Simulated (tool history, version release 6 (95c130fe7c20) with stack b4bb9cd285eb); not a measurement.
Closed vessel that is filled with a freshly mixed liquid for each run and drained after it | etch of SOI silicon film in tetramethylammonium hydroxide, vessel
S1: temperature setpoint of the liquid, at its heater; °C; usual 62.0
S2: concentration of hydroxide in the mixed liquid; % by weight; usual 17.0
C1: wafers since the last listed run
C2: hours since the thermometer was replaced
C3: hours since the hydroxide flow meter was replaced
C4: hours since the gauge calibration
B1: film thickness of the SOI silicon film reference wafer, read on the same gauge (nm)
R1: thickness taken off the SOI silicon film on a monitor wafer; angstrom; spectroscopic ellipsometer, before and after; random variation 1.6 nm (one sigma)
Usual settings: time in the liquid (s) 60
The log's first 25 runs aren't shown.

Run 26, hour 1274.2: usual settings but S2 18.5 % by weight; C1 7142; C2 272.4; C3 158.2; C4 444.3; B1 150.04. Result: R1 1977.9 angstrom.
Run 27, hour 1371.3: usual settings but S1 66.5 °C, time in the liquid (s) 45; C1 9685; C2 369.5; C3 255.3; C4 541.4; B1 150.00. Result: R1 1948.4 angstrom.
Run 28, hour 1436.9: usual settings; C1 6543; C2 435.1; C3 320.9; C4 607.0; B1 149.99. Result: R1 1939.1 angstrom.
Run 29, hour 1468.9: usual settings but S1 66.5 °C, time in the liquid (s) 45; C1 3192; C2 467.1; C3 352.9; C4 639.0; B1 149.99. Result: R1 1908.2 angstrom.
Run 30, hour 1527.4: usual settings but S1 70.0 °C, S2 14.0 % by weight, time in the liquid (s) 45; C1 5835; C2 525.6; C3 411.4; C4 697.5; B1 149.98. Result: R1 2515.8 angstrom.
At hour 1548.9: thermometer replaced.
Run 31, hour 1587.3: usual settings; C1 5875; C2 38.4; C3 471.3; C4 757.4; B1 150.01. Result: R1 2050.3 angstrom.
Run 32, hour 1612.1: usual settings but S1 58.5 °C, time in the liquid (s) 90; C1 2473; C2 63.2; C3 496.1; C4 782.2; B1 149.97. Result: R1 2459.9 angstrom.
Run 33, hour 1673.7: usual settings; C1 6144; C2 124.8; C3 557.7; C4 843.8; B1 150.00. Result: R1 2041.6 angstrom.
Run 34, hour 1723.8: usual settings but S1 66.5 °C, S2 18.5 % by weight, time in the liquid (s) 45; C1 4997; C2 174.9; C3 607.8; C4 893.9; B1 150.01. Result: R1 1897.1 angstrom.

3 ways to go on from here, each from the tool as it stands after run 34. What would each give?
Run A, hour 1724.5: usual settings; C1 69; C2 175.6; C3 608.5; C4 894.6; B1 ?. Result: R1 ?.
Run B, hour 1724.5: usual settings but S1 69.0 °C, time in the liquid (s) 70; C1 69; C2 175.6; C3 608.5; C4 894.6; B1 ?. Result: R1 ?.
Run C, hour 1724.5: usual settings but S2 15.5 % by weight; C1 69; C2 175.6; C3 608.5; C4 894.6; B1 ?. Result: R1 ?.

run      B1      R1
  A  150.02  1992.6
  B  150.02  3549.1
  C  150.02  2067.7
Without the tool's hidden state the same runs would have given:
run      R1
  A  2128.1
  B  3786.1
  C  2198.2

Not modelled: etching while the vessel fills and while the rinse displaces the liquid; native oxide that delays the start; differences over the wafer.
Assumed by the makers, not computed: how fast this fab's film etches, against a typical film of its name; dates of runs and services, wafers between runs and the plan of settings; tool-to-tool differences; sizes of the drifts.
